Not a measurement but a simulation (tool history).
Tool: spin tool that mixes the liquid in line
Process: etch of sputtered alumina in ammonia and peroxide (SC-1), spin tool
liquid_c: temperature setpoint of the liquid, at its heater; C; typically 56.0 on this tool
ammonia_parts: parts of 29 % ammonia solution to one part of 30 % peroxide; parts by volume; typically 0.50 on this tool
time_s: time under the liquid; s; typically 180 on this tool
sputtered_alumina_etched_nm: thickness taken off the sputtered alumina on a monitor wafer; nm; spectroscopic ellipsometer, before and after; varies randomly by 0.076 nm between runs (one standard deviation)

run    hour  liquid_c  ammonia_parts  time_s  wafers since the last listed run  hours since the thermometer was replaced  hours since the ammonia flow meter was replaced  hours since the heated supply line was repaired  hours since the drum of ammonia solution was connected  hours since the gauge calibration  read-back film thickness of the sputtered alumina reference wafer, read on the same gauge (nm)  sputtered_alumina_etched_nm
  1     0.0      51.0           0.50     180                                 0                                    1017.8                                            211.0                                           1930.8                                                    51.0                               49.7                                                                                           60.03                         6.11
  2    34.3      51.0           0.50     180                               180                                    1052.1                                            245.3                                           1965.1                                                    85.3                               84.0                                                                                           60.01                         6.00
  3    98.1      56.0           0.50     115                               336                                    1115.9                                            309.1                                           2028.9                                                   149.1                              147.8                                                                                           60.03                         4.92
  4   149.8      56.0           0.50     115                               272                                    1167.6                                            360.8                                           2080.6                                                   200.8                              199.5                                                                                           60.02                         4.98
      203.6  -- new drum of ammonia solution connected
  5   213.1      56.0           0.50     115                               328                                    1230.9                                            424.1                                           2143.9                                                     9.5                              262.8                                                                                           59.99                         4.96
  6   269.1      56.0           0.50     180                               295                                    1286.9                                            480.1                                           2199.9                                                    65.5                              318.8                                                                                           59.98                         7.73
  7   296.4      56.0           0.50     180                               144                                    1314.2                                            507.4                                           2227.2                                                    92.8                              346.1                                                                                           60.01                         7.86
  8   333.7      56.0           0.50     180                               196                                    1351.5                                            544.7                                           2264.5                                                   130.1                              383.4                                                                                           60.01                         7.78
      350.2  -- ammonia flow meter replaced
  9   384.3      56.0           0.50     180                               261                                    1402.1                                             34.1                                           2315.1                                                   180.7                              434.0                                                                                           60.01                         7.76
 10   420.2      56.0           0.50     180                               189                                    1438.0                                             70.0                                           2351.0                                                   216.6                              469.9                                                                                           59.99                         7.88
      425.8  -- new drum of ammonia solution connected
 11   460.5      56.0           0.50     180                               207                                    1478.3                                            110.3                                           2391.3                                                    34.7                              510.2                                                                                           60.00                         7.71
 12   524.1      63.5           0.50     265                               335                                    1541.9                                            173.9                                           2454.9                                                    98.3                              573.8                                                                                           60.01                        16.77
      528.8  -- thermometer replaced
 13   579.1      56.0           0.35     180                               284                                      50.3                                            228.9                                           2509.9                                                   153.3                              628.8                                                                                           60.00                         8.01
      607.1  -- heated supply line repaired
 14   624.8      53.5           0.65     180                               235                                      96.0                                            274.6                                             17.7                                                   199.0                              674.5                                                                                           59.98                         7.35
      680.3  -- new drum of ammonia solution connected
 15   693.6      61.0           0.30      80                               357                                     164.8                                            343.4                                             86.5                                                    13.3                              743.3                                                                                           59.97                         4.49
 16   726.0      63.5           0.50     180                               170                                     197.2                                            375.8                                            118.9                                                    45.7                              775.7                                                                                           60.02                        11.84
      777.9  -- gauge calibrated
 17   785.7      63.0           0.45     180                               314                                     256.9                                            435.5                                            178.6                                                   105.4                                7.8                                                                                           59.98                        11.66
 18   818.8      56.0           0.50     180                               174                                     290.0                                            468.6                                            211.7                                                   138.5                               40.9                                                                                           60.00                         8.15
 19   864.0      56.0           0.50     180                               238                                     335.2                                            513.8                                            256.9                                                   183.7                               86.1                                                                                           59.99                         8.19
 20   912.9      51.5           0.25     215                               257                                     384.1                                            562.7                                            305.8                                                   232.6                              135.0                                                                                           60.02                         7.05
      925.7  -- new drum of ammonia solution connected
 21   955.2      56.0           0.35     270                               217                                     426.4                                            605.0                                            348.1                                                    29.5                              177.3                                                                                           59.97                        11.90
 22  1003.6      56.0           0.50     115                               255                                     474.8                                            653.4                                            396.5                                                    77.9                              225.7                                                                                           60.02                         5.06
 23  1032.8      51.5           0.25     215                               154                                     504.0                                            682.6                                            425.7                                                   107.1                              254.9                                                                                           60.00                         7.00

5 ways to go on from here, each from the tool as it stands after run 23. What would each give?
  A  1033.3      56.0           0.50     180                                 2                                     504.5                                            683.1                                            426.2                                                   107.6                              255.4                                                                                               ?                            ?
  B  1033.3      62.5           0.70     280                                 2                                     504.5                                            683.1                                            426.2                                                   107.6                              255.4                                                                                               ?                            ?
  C  1033.3      51.5           0.35     180                                 2                                     504.5                                            683.1                                            426.2                                                   107.6                              255.4                                                                                               ?                            ?
  D  1033.3      56.0           0.50     130                                 2                                     504.5                                            683.1                                            426.2                                                   107.6                              255.4                                                                                               ?                            ?
  E  1033.3      64.5           0.35     180                                 2                                     504.5                                            683.1                                            426.2                                                   107.6                              255.4                                                                                               ?                            ?

run  read-back film thickness of the sputtered alumina reference wafer, read on the same gauge (nm)  sputtered_alumina_etched_nm
  A                                                                                           60.02                         7.93
  B                                                                                           60.02                        17.84
  C                                                                                           60.02                         6.02
  D                                                                                           60.02                         5.73
  E                                                                                           60.02                        11.88
Without the tool's unlogged condition, the same runs would have read:
run  sputtered_alumina_etched_nm
  A                         8.25
  B                        18.53
  C                         6.27
  D                         5.96
  E                        12.34
